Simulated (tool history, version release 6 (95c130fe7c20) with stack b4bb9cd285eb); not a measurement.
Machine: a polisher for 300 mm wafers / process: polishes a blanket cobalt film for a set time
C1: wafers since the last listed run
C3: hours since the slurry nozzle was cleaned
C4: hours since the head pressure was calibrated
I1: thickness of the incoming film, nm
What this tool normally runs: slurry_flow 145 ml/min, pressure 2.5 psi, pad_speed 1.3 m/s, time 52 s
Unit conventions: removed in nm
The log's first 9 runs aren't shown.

-- day=9.596 head pressure recalibrated
run 10 day=10.479 | slurry_flow=130 pressure=2.5 pad_speed=1.6 time=52 | C1=215 wafers_polished_on_this_pad=307 C3=689.9 C4=21.2 | I1=1199.4 | removed=598.1
run 11 day=11.012 | slurry_flow=145 pressure=3.2 pad_speed=1.3 time=52 | C1=83 wafers_polished_on_this_pad=390 C3=702.7 C4=34 | I1=1169.6 | removed=624.1
run 12 day=11.938 | slurry_flow=145 pressure=3.2 pad_speed=1.3 time=52 | C1=144 wafers_polished_on_this_pad=534 C3=724.9 C4=56.2 | I1=1190.3 | removed=625.6
run 13 day=13.029 | slurry_flow=145 pressure=2 pad_speed=1.3 time=46 | C1=170 wafers_polished_on_this_pad=704 C3=751.1 C4=82.4 | I1=1165.9 | removed=338.6
run 14 day=14.142 | slurry_flow=190 pressure=2.5 pad_speed=1.3 time=41 | C1=173 wafers_polished_on_this_pad=878 C3=777.8 C4=109.1 | I1=1177.1 | removed=386.2
run 15 day=14.954 | slurry_flow=145 pressure=2 pad_speed=1.3 time=52 | C1=126 wafers_polished_on_this_pad=1004 C3=797.3 C4=128.6 | I1=1178.2 | removed=370.7
-- day=15.554 slurry nozzle cleaned
-- day=17.217 worn pad replaced by a new one
run 16 day=19.392 | slurry_flow=145 pressure=2.8 pad_speed=1.18 time=67 | C1=659 wafers_polished_on_this_pad=339 C3=92.1 C4=235.1 | I1=1175.7 | removed=608.6
run 17 day=20.179 | slurry_flow=145 pressure=2.2 pad_speed=1.3 time=36 | C1=122 wafers_polished_on_this_pad=462 C3=111 C4=254 | I1=1191.7 | removed=285.3
run 18 day=20.746 | slurry_flow=145 pressure=2.5 pad_speed=1.3 time=52 | C1=88 wafers_polished_on_this_pad=550 C3=124.6 C4=267.6 | I1=1184.2 | removed=462.9
run 19 day=22.204 | slurry_flow=145 pressure=2.5 pad_speed=1.3 time=52 | C1=227 wafers_polished_on_this_pad=777 C3=159.6 C4=302.6 | I1=1178 | removed=458.2
run 20 day=23.242 | slurry_flow=145 pressure=2.5 pad_speed=1.54 time=52 | C1=161 wafers_polished_on_this_pad=939 C3=184.5 C4=327.5 | I1=1197.1 | removed=546.8
run 21 day=24.333 | slurry_flow=145 pressure=2.5 pad_speed=1.3 time=52 | C1=170 wafers_polished_on_this_pad=1109 C3=210.7 C4=353.7 | I1=1180.1 | removed=444.8
run 22 day=25.25 | slurry_flow=195 pressure=3 pad_speed=1.08 time=42 | C1=142 wafers_polished_on_this_pad=1252 C3=232.7 C4=375.7 | I1=1161.2 | removed=370.6
run 23 day=26.25 | slurry_flow=110 pressure=2.5 pad_speed=1.3 time=38 | C1=155 wafers_polished_on_this_pad=1408 C3=256.7 C4=399.7 | I1=1178.1 | removed=304.4
-- day=26.979 worn pad replaced by a new one
-- day=27.558 head pressure recalibrated
run 24 day=27.633 | slurry_flow=145 pressure=2.5 pad_speed=1.3 time=52 | C1=176 wafers_polished_on_this_pad=89 C3=289.9 C4=1.8 | I1=1189.4 | removed=506.3
run 25 day=28.208 | slurry_flow=145 pressure=1.9 pad_speed=1.3 time=52 | C1=89 wafers_polished_on_this_pad=178 C3=303.7 C4=15.6 | I1=1168.2 | removed=375.2

Run 26 comes next. What will it give?
run 26 day=29.162 | slurry_flow=145 pressure=2.5 pad_speed=1.3 time=52 | C1=148 wafers_polished_on_this_pad=327 C3=326.6 C4=38.5 | I1=1158.9 | removed=?

removed: 496.3 nm
Take away the tool's hidden state, keep the run-to-run variation as it was, and the same run would have given removed 516.6 nm.
